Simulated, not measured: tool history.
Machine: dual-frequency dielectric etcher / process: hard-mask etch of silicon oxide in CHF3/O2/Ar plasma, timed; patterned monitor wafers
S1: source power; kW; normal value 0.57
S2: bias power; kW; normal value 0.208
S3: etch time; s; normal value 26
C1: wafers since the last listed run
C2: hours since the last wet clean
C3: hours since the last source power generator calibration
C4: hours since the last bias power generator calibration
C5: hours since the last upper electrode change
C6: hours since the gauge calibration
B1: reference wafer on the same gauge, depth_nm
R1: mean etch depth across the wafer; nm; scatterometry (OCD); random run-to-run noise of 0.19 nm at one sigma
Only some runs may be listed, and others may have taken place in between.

{"run": 1, "day": 0.0, "S1": 0.57, "S2": 0.208, "S3": 26, "C1": 0, "C2": 188, "C3": 2833.3, "C4": 3477.4, "C5": 4545.8, "C6": 366.1, "B1": 53.4, "R1": 55.6}
{"run": 2, "day": 3.242, "S1": 0.57, "S2": 0.208, "S3": 26, "C1": 1040, "C2": 265.8, "C3": 2911.1, "C4": 3555.2, "C5": 4623.6, "C6": 443.9, "B1": 53.5, "R1": 55.2}
{"run": 3, "day": 7.588, "S1": 0.57, "S2": 0.208, "S3": 26, "C1": 1394, "C2": 370.1, "C3": 3015.4, "C4": 3659.5, "C5": 4727.9, "C6": 548.2, "B1": 53.4, "R1": 55}
{"day": 12.229, "done": "wet clean of the chamber"}
{"run": 4, "day": 12.25, "S1": 0.57, "S2": 0.208, "S3": 24, "C1": 1175, "C2": 0.5, "C3": 3127.3, "C4": 3771.4, "C5": 4839.8, "C6": 660.1, "B1": 53.4, "R1": 52.8}
{"run": 5, "day": 15.538, "S1": 0.57, "S2": 0.242, "S3": 24.5, "C1": 1055, "C2": 79.4, "C3": 3206.2, "C4": 3850.3, "C5": 4918.7, "C6": 739, "B1": 53.4, "R1": 57.3}
{"run": 6, "day": 19.875, "S1": 0.57, "S2": 0.242, "S3": 24.5, "C1": 1392, "C2": 183.5, "C3": 3310.3, "C4": 3954.4, "C5": 5022.8, "C6": 843.1, "B1": 53.4, "R1": 57.1}
{"day": 23.546, "done": "wet clean of the chamber, repeated, since the last time left the tool worse"}
{"run": 7, "day": 24.217, "S1": 0.66, "S2": 0.208, "S3": 26, "C1": 1072, "C2": 16.1, "C3": 3414.5, "C4": 4058.6, "C5": 5127, "C6": 947.3, "B1": 53.4, "R1": 58.3}
{"run": 8, "day": 29.671, "S1": 0.66, "S2": 0.208, "S3": 26, "C1": 1750, "C2": 147, "C3": 3545.4, "C4": 4189.5, "C5": 5257.9, "C6": 1078.2, "B1": 53.4, "R1": 58}
{"day": 31.488, "done": "bias power generator calibrated"}
{"run": 9, "day": 31.546, "S1": 0.57, "S2": 0.208, "S3": 26, "C1": 548, "C2": 192, "C3": 3590.4, "C4": 1.4, "C5": 5302.9, "C6": 1123.2, "B1": 53.4, "R1": 55}
{"day": 32.096, "done": "source power generator calibrated"}
{"run": 10, "day": 35.188, "S1": 0.57, "S2": 0.167, "S3": 26, "C1": 1115, "C2": 279.4, "C3": 74.2, "C4": 88.8, "C5": 5390.3, "C6": 1210.6, "B1": 53.3, "R1": 49.9}
{"run": 11, "day": 39.325, "S1": 0.47, "S2": 0.189, "S3": 31, "C1": 1327, "C2": 378.7, "C3": 173.5, "C4": 188.1, "C5": 5489.6, "C6": 1309.9, "B1": 53.4, "R1": 58.2}
{"day": 43.117, "done": "upper electrode replaced"}
{"day": 43.167, "done": "gauge calibrated"}
{"day": 43.517, "done": "wet clean of the chamber"}
{"run": 12, "day": 43.538, "S1": 0.57, "S2": 0.176, "S3": 23, "C1": 901, "C2": 0.5, "C3": 274.6, "C4": 289.2, "C5": 10.1, "C6": 8.9, "B1": 53.4, "R1": 45.7}
{"run": 13, "day": 47.133, "S1": 0.57, "S2": 0.208, "S3": 26, "C1": 1154, "C2": 86.8, "C3": 360.9, "C4": 375.5, "C5": 96.4, "C6": 95.2, "B1": 53.4, "R1": 55.3}
{"run": 14, "day": 50.367, "S1": 0.62, "S2": 0.25, "S3": 30.5, "C1": 1037, "C2": 164.4, "C3": 438.5, "C4": 453.1, "C5": 174, "C6": 172.8, "B1": 53.4, "R1": 72.3}
{"run": 15, "day": 52.275, "S1": 0.57, "S2": 0.208, "S3": 26, "C1": 612, "C2": 210.2, "C3": 484.3, "C4": 498.9, "C5": 219.8, "C6": 218.6, "B1": 53.4, "R1": 54.8}
{"run": 16, "day": 55.429, "S1": 0.48, "S2": 0.249, "S3": 26, "C1": 1012, "C2": 285.9, "C3": 560, "C4": 574.6, "C5": 295.5, "C6": 294.3, "B1": 53.4, "R1": 55.9}
{"run": 17, "day": 58.35, "S1": 0.46, "S2": 0.171, "S3": 21.5, "C1": 937, "C2": 356, "C3": 630.1, "C4": 644.7, "C5": 365.6, "C6": 364.4, "B1": 53.4, "R1": 38.1}

For each run, what was the tool's unlogged condition?
source power that arrives over what is set, %: 0 at every run
bias power that arrives over what is set, %: 0 at every run
gauge reads high (%): 0 at every run
H1: etch rate over this chamber's usual, %
run=1 H1=-0.478
run=2 H1=-0.764
run=3 H1=-1.15
run=4 H1=2.74
run=5 H1=2.45
run=6 H1=2.07
run=7 H1=-0.21
run=8 H1=-0.691
run=9 H1=-0.857
run=10 H1=-1.18
run=11 H1=-1.54
run=12 H1=0.104
run=13 H1=-0.214
run=14 H1=-0.5
run=15 H1=-0.668
run=16 H1=-0.947
run=17 H1=-1.2
